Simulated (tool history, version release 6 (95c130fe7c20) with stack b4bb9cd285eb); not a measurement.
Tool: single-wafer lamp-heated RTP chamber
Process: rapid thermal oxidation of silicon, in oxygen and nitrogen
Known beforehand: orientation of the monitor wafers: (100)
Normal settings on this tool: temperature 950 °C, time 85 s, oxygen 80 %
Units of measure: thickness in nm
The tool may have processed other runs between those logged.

run   hour  temperature  time  oxygen  read-back reference wafer on the same gauge, thickness  thickness
  1    0.0          950    85      80                                                   5.180      4.448
  2   12.5          950    85      80                                                   5.181      4.457
  3   27.2          950    85      80                                                   5.182      4.470
  4   42.9          950    85      80                                                   5.178      4.469
  5   59.0          950    85      80                                                   5.183      4.483
  6   72.9          950    85      62                                                   5.178      4.140
  7   84.8          950    85      80                                                   5.183      4.495
  8   90.9          950    85      80                                                   5.180      4.494
      99.7  -- oxygen flow controller replaced
     100.4  -- pyrometer window cleaned and pyrometer calibrated
  9  104.6          950    85      80                                                   5.182      4.341
 10  129.9          950    85      80                                                   5.179      4.345
 11  136.4          938    85      68                                                   5.180      3.796
 12  149.3          950    85      80                                                   5.176      4.356
 13  163.3          950    54      80                                                   5.179      3.629
     169.5  -- gauge calibrated
 14  178.6          973    85      80                                                   5.183      5.146
 15  185.2          950    85      80                                                   5.178      4.341
 16  191.4          950    85      64                                                   5.180      4.051
 17  197.7          950    44      98                                                   5.179      3.552
 18  206.2          924   127      72                                                   5.178      4.113
 19  212.6          950    65      55                                                   5.182      3.501

4 options for the next run, each taken on its own from the tool as it stands now. Forecast them:
  A  213.1          950    85      80                                                       ?          ?
  B  213.1          950   103      80                                                       ?          ?
  C  213.1          950   121      98                                                       ?          ?
  D  213.1          977   115      98                                                       ?          ?

run  read-back reference wafer on the same gauge, thickness  thickness
  A                                                   5.179      4.356
  B                                                   5.179      4.722
  C                                                   5.179      5.420
  D                                                   5.179      6.523
Without the tool's hidden state the same runs would have given:
run  thickness
  A      4.336
  B      4.700
  C      5.394
  D      6.493
